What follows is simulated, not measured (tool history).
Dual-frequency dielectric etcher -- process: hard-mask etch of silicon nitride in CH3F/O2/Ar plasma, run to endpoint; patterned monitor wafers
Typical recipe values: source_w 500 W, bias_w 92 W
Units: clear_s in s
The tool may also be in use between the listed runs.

run,hour,source_w,bias_w,"incoming incoming film thickness, nm",clear_s
1,0,500,92,28.2,33.8
2,28.7,500,92,28,33.7
3,49.7,500,92,28.02,33.3
4,66.5,500,84,28.06,34.8
5,98.2,500,84,28.11,34.1
6,123.6,500,92,28.3,33.4
7,156.3,500,92,28.2,33.4
# hour 176: source power generator calibrated
8,211.5,500,92,28.06,32.9
9,246.4,500,103,28.02,31.3
# hour 295.1: bias power generator calibrated
# hour 295.9: wet clean of the chamber
10,296.4,500,103,27.97,33.5
# hour 332: upper electrode replaced
11,332.5,440,103,28.22,35.7
12,344.6,560,69,28.22,36.5
13,360.2,500,92,28.23,34.7
14,373.3,460,111,27.87,33.3
15,400.9,440,92,28.14,36.3
16,432,430,109,28.13,34.5
17,461.3,560,101,28.23,31.7
18,495.6,580,114,28.22,29.8
19,512.7,500,92,28.3,34.3
20,530.6,500,92,27.8,33.8

5 options for the next run, each taken on its own from the tool as it stands now. Forecast them:
A,531,500,83,27.76,?
B,531,590,82,27.76,?
C,531,550,71,27.76,?
D,531,590,102,27.76,?
E,531,380,110,27.76,?

run,clear_s
A,34.7
B,32.5
C,34.9
D,30.3
E,35.4
Without the tool's hidden state the same runs would have given:
run,clear_s
A,35
B,32.9
C,35.3
D,30.7
E,35.8
